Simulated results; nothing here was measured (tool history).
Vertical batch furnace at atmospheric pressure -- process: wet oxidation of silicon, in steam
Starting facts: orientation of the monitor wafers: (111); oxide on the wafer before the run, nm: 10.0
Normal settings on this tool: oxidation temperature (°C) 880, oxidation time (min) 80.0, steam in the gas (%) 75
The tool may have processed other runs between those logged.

run,hour,oxidation temperature (°C),oxidation time (min),steam in the gas (%),"read-back reference wafer on the same gauge, thickness",oxide thickness on the monitor wafer (angstrom)
1,0.0,880,89.5,79,184.32,1969.1
2,51.8,880,89.5,79,184.22,1959.8
3,106.9,880,98.5,75,184.25,2030.0
4,198.3,880,80.0,75,184.09,1706.8
# hour 244.6: thermocouples replaced and temperature profile calibrated
5,249.1,880,80.0,75,184.81,1705.2
6,334.2,880,80.0,75,184.87,1709.7
7,430.9,880,80.0,66,185.01,1539.5
8,470.6,880,80.0,75,185.39,1706.7
9,512.5,880,80.0,75,185.09,1712.0
10,552.7,880,80.0,75,185.11,1693.6
11,654.2,880,80.0,75,185.90,1722.7
12,804.1,880,80.0,75,185.99,1711.5
13,862.6,880,80.0,75,186.39,1713.9
14,902.9,880,80.0,75,186.19,1717.5
15,960.5,880,80.0,75,186.80,1720.5
16,1097.3,880,80.0,75,186.92,1724.7
17,1182.4,857,80.0,75,187.29,1258.5
18,1286.5,894,66.0,81,187.97,1881.6
19,1355.4,867,58.0,84,187.86,1227.3
20,1458.2,893,52.5,83,188.22,1590.1
21,1554.1,880,80.0,75,188.09,1753.3
22,1616.9,880,80.0,75,188.83,1745.8
23,1689.3,871,63.0,87,189.01,1450.1
24,1741.6,863,66.5,68,189.11,1101.3
25,1823.5,865,99.5,75,189.45,1702.3
# hour 1849.9: thermocouples replaced and temperature profile calibrated
26,1872.1,864,108.5,68,189.85,1681.4
27,1952.9,880,80.0,75,190.05,1773.7
28,1991.2,874,103.5,69,189.97,1876.9
29,2091.6,880,69.5,75,190.45,1578.8
30,2148.7,880,80.0,70,191.21,1667.3
31,2190.3,865,53.5,82,191.09,1109.8
# hour 2245.8: steam generator serviced
# hour 2322.0: gauge calibrated
32,2506.9,857,63.5,83,180.90,1100.7
33,2613.2,899,44.5,82,180.82,1415.2
34,2687.3,867,80.0,75,181.01,1404.5
35,2761.8,880,80.0,75,181.24,1671.3
36,2853.5,880,80.0,75,181.18,1678.8

Forecast run 37:
37,2951.9,857,80.0,75,?,?

{"run 37": {"read-back reference wafer on the same gauge, thickness": 180.98, "oxide thickness on the monitor wafer (angstrom)": 1215.5}}
The same run, on a tool lacking any hidden state, would have yielded oxide thickness on the monitor wafer (angstrom) 1214.7.
